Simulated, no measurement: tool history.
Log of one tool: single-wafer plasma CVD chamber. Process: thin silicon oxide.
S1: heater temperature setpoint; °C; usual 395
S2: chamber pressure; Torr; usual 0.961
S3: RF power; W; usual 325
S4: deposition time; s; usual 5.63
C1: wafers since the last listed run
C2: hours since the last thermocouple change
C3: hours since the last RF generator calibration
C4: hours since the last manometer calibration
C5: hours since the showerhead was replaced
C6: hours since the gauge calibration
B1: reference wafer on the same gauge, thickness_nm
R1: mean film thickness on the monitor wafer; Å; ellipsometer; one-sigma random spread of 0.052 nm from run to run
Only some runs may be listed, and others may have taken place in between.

{"run": 1, "hour": 0.0, "S1": 395, "S2": 0.961, "S3": 325, "S4": 5.63, "C1": 0, "C2": 2009.5, "C3": 835.3, "C4": 285.3, "C5": 3678.9, "C6": 2.8, "B1": 9.601, "R1": 115.37}
{"run": 2, "hour": 104.5, "S1": 395, "S2": 0.961, "S3": 325, "S4": 5.63, "C1": 1667, "C2": 2114, "C3": 939.8, "C4": 389.8, "C5": 3783.4, "C6": 107.3, "B1": 9.588, "R1": 115.88}
{"run": 3, "hour": 208.2, "S1": 395, "S2": 0.961, "S3": 310, "S4": 4.99, "C1": 1654, "C2": 2217.7, "C3": 1043.5, "C4": 493.5, "C5": 3887.1, "C6": 211, "B1": 9.6, "R1": 98.33}
{"run": 4, "hour": 288.1, "S1": 395, "S2": 0.961, "S3": 310, "S4": 4.99, "C1": 1274, "C2": 2297.6, "C3": 1123.4, "C4": 573.4, "C5": 3967, "C6": 290.9, "B1": 9.602, "R1": 98.4}
{"run": 5, "hour": 342.1, "S1": 395, "S2": 0.961, "S3": 310, "S4": 4.99, "C1": 861, "C2": 2351.6, "C3": 1177.4, "C4": 627.4, "C5": 4021, "C6": 344.9, "B1": 9.592, "R1": 98.24}
{"run": 6, "hour": 404.5, "S1": 407, "S2": 0.961, "S3": 325, "S4": 6.19, "C1": 995, "C2": 2414, "C3": 1239.8, "C4": 689.8, "C5": 4083.4, "C6": 407.3, "B1": 9.601, "R1": 124.26}
{"run": 7, "hour": 474.0, "S1": 407, "S2": 0.961, "S3": 325, "S4": 6.19, "C1": 1108, "C2": 2483.5, "C3": 1309.3, "C4": 759.3, "C5": 4152.9, "C6": 476.8, "B1": 9.608, "R1": 123.43}
{"run": 8, "hour": 535.6, "S1": 407, "S2": 0.961, "S3": 325, "S4": 6.19, "C1": 982, "C2": 2545.1, "C3": 1370.9, "C4": 820.9, "C5": 4214.5, "C6": 538.4, "B1": 9.604, "R1": 123.8}
{"hour": 616.3, "done": "thermocouple changed; heater temperature recalibrated"}
{"run": 9, "hour": 632.6, "S1": 395, "S2": 0.961, "S3": 325, "S4": 5.63, "C1": 1419, "C2": 16.3, "C3": 1467.9, "C4": 917.9, "C5": 4311.5, "C6": 635.4, "B1": 9.587, "R1": 112.34}
{"hour": 647.3, "done": "capacitance manometer re-zeroed and calibrated"}
{"run": 10, "hour": 729.7, "S1": 395, "S2": 0.961, "S3": 325, "S4": 5.63, "C1": 1421, "C2": 113.4, "C3": 1565, "C4": 82.4, "C5": 4408.6, "C6": 732.5, "B1": 9.596, "R1": 115.93}
{"hour": 769.6, "done": "RF generator calibrated"}
{"run": 11, "hour": 792.6, "S1": 403, "S2": 0.961, "S3": 325, "S4": 5.63, "C1": 875, "C2": 176.3, "C3": 23, "C4": 145.3, "C5": 4471.5, "C6": 795.4, "B1": 9.589, "R1": 114.76}
{"run": 12, "hour": 884.2, "S1": 395, "S2": 0.961, "S3": 260, "S4": 6.56, "C1": 1461, "C2": 267.9, "C3": 114.6, "C4": 236.9, "C5": 4563.1, "C6": 887, "B1": 9.603, "R1": 111.64}
{"hour": 969.5, "done": "showerhead replaced"}
{"run": 13, "hour": 972.5, "S1": 383, "S2": 1.115, "S3": 325, "S4": 5.63, "C1": 1281, "C2": 356.2, "C3": 202.9, "C4": 325.2, "C5": 3, "C6": 975.3, "B1": 9.597, "R1": 123.66}
{"hour": 1032.4, "done": "gauge calibrated"}
{"run": 14, "hour": 1053.0, "S1": 395, "S2": 0.961, "S3": 365, "S4": 5.63, "C1": 1284, "C2": 436.7, "C3": 283.4, "C4": 405.7, "C5": 83.5, "C6": 20.6, "B1": 9.591, "R1": 122.92}
{"run": 15, "hour": 1269.5, "S1": 395, "S2": 0.961, "S3": 325, "S4": 5.63, "C1": 3453, "C2": 653.2, "C3": 499.9, "C4": 622.2, "C5": 300, "C6": 237.1, "B1": 9.595, "R1": 113.02}
{"run": 16, "hour": 1353.0, "S1": 395, "S2": 0.961, "S3": 325, "S4": 5.93, "C1": 1332, "C2": 736.7, "C3": 583.4, "C4": 705.7, "C5": 383.5, "C6": 320.6, "B1": 9.605, "R1": 119.06}
{"run": 17, "hour": 1632.8, "S1": 405, "S2": 0.961, "S3": 325, "S4": 6.19, "C1": 4463, "C2": 1016.5, "C3": 863.2, "C4": 985.5, "C5": 663.3, "C6": 600.4, "B1": 9.604, "R1": 121.31}
{"run": 18, "hour": 1673.6, "S1": 401, "S2": 0.961, "S3": 295, "S4": 5.1, "C1": 650, "C2": 1057.3, "C3": 904, "C4": 1026.3, "C5": 704.1, "C6": 641.2, "B1": 9.59, "R1": 93.57}
{"run": 19, "hour": 1720.3, "S1": 404, "S2": 0.961, "S3": 265, "S4": 5.63, "C1": 744, "C2": 1104, "C3": 950.7, "C4": 1073, "C5": 750.8, "C6": 687.9, "B1": 9.618, "R1": 92.84}

Predict each of these 3 candidate next runs independently; none follows another, all start after run 19:
{"run": "A", "hour": 1720.7, "S1": 395, "S2": 0.961, "S3": 325, "S4": 5.63, "C1": 6, "C2": 1104.4, "C3": 951.1, "C4": 1073.4, "C5": 751.2, "C6": 688.3, "B1": "?", "R1": "?"}
{"run": "B", "hour": 1720.7, "S1": 405, "S2": 1.021, "S3": 375, "S4": 6.44, "C1": 6, "C2": 1104.4, "C3": 951.1, "C4": 1073.4, "C5": 751.2, "C6": 688.3, "B1": "?", "R1": "?"}
{"run": "C", "hour": 1720.7, "S1": 383, "S2": 1.161, "S3": 375, "S4": 5.63, "C1": 6, "C2": 1104.4, "C3": 951.1, "C4": 1073.4, "C5": 751.2, "C6": 688.3, "B1": "?", "R1": "?"}

run=A B1=9.594 R1=111.23
run=B B1=9.594 R1=141.78
run=C B1=9.594 R1=133.55
With no hidden state in the tool, these same runs would have given:
run=A R1=116.9
run=B R1=148.46
run=C R1=138.88

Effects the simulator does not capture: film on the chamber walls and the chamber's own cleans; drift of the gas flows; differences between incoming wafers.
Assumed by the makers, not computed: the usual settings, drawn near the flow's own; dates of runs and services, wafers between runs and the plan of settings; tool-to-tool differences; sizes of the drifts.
